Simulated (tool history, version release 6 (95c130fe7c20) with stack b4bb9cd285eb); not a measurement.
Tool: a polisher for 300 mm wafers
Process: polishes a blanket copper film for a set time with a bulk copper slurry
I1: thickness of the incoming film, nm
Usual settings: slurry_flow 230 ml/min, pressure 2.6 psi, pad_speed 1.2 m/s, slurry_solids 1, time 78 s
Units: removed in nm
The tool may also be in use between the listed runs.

{"run": 1, "day": 0.0, "slurry_flow": 230, "pressure": 2.6, "pad_speed": 1.2, "slurry_solids": 0.9, "time": 78, "I1": 4390.7, "removed": 715.9}
{"run": 2, "day": 0.7, "slurry_flow": 230, "pressure": 2.6, "pad_speed": 1.2, "slurry_solids": 0.9, "time": 78, "I1": 4342.2, "removed": 718}
{"run": 3, "day": 1.612, "slurry_flow": 230, "pressure": 2.6, "pad_speed": 1.2, "slurry_solids": 1, "time": 78, "I1": 4292.2, "removed": 747.4}
{"day": 1.838, "done": "worn pad replaced by a new one"}
{"run": 4, "day": 3.004, "slurry_flow": 230, "pressure": 2.6, "pad_speed": 1.2, "slurry_solids": 1, "time": 78, "I1": 4284.1, "removed": 733.9}
{"day": 3.488, "done": "slurry blender recalibrated"}
{"run": 5, "day": 4.021, "slurry_flow": 230, "pressure": 2.6, "pad_speed": 1.2, "slurry_solids": 1, "time": 78, "I1": 4390.7, "removed": 749.1}
{"run": 6, "day": 4.762, "slurry_flow": 230, "pressure": 2.1, "pad_speed": 1.2, "slurry_solids": 1, "time": 78, "I1": 4315.1, "removed": 595.2}
{"run": 7, "day": 5.442, "slurry_flow": 230, "pressure": 2.6, "pad_speed": 1.38, "slurry_solids": 1, "time": 78, "I1": 4315.2, "removed": 851.8}
{"run": 8, "day": 6.058, "slurry_flow": 230, "pressure": 2.6, "pad_speed": 1.38, "slurry_solids": 1, "time": 78, "I1": 4377.1, "removed": 860.5}
{"run": 9, "day": 6.579, "slurry_flow": 230, "pressure": 2.6, "pad_speed": 1.2, "slurry_solids": 1, "time": 78, "I1": 4316, "removed": 745}
{"run": 10, "day": 7.738, "slurry_flow": 230, "pressure": 2.6, "pad_speed": 1.2, "slurry_solids": 1, "time": 78, "I1": 4340.6, "removed": 746.1}
{"run": 11, "day": 9.142, "slurry_flow": 230, "pressure": 2.6, "pad_speed": 1.2, "slurry_solids": 1, "time": 78, "I1": 4348.8, "removed": 746.5}
{"day": 9.879, "done": "worn pad replaced by a new one"}
{"run": 12, "day": 10.079, "slurry_flow": 230, "pressure": 2.6, "pad_speed": 1.2, "slurry_solids": 1.1, "time": 78, "I1": 4357.5, "removed": 766.5}
{"run": 13, "day": 10.958, "slurry_flow": 230, "pressure": 2.6, "pad_speed": 1.2, "slurry_solids": 1, "time": 78, "I1": 4404.7, "removed": 750.8}
{"day": 11.758, "done": "head pressure recalibrated"}
{"run": 14, "day": 14.658, "slurry_flow": 230, "pressure": 2.6, "pad_speed": 1.2, "slurry_solids": 1.1, "time": 78, "I1": 4361.8, "removed": 726.9}

The next listed run, before its measurement:
{"run": 15, "day": 15.267, "slurry_flow": 230, "pressure": 2.6, "pad_speed": 1.2, "slurry_solids": 1, "time": 101, "I1": 4287.7, "removed": "?"}

removed: 917.5 nm
Without the tool's hidden state the same run would have given removed 898.2 nm.
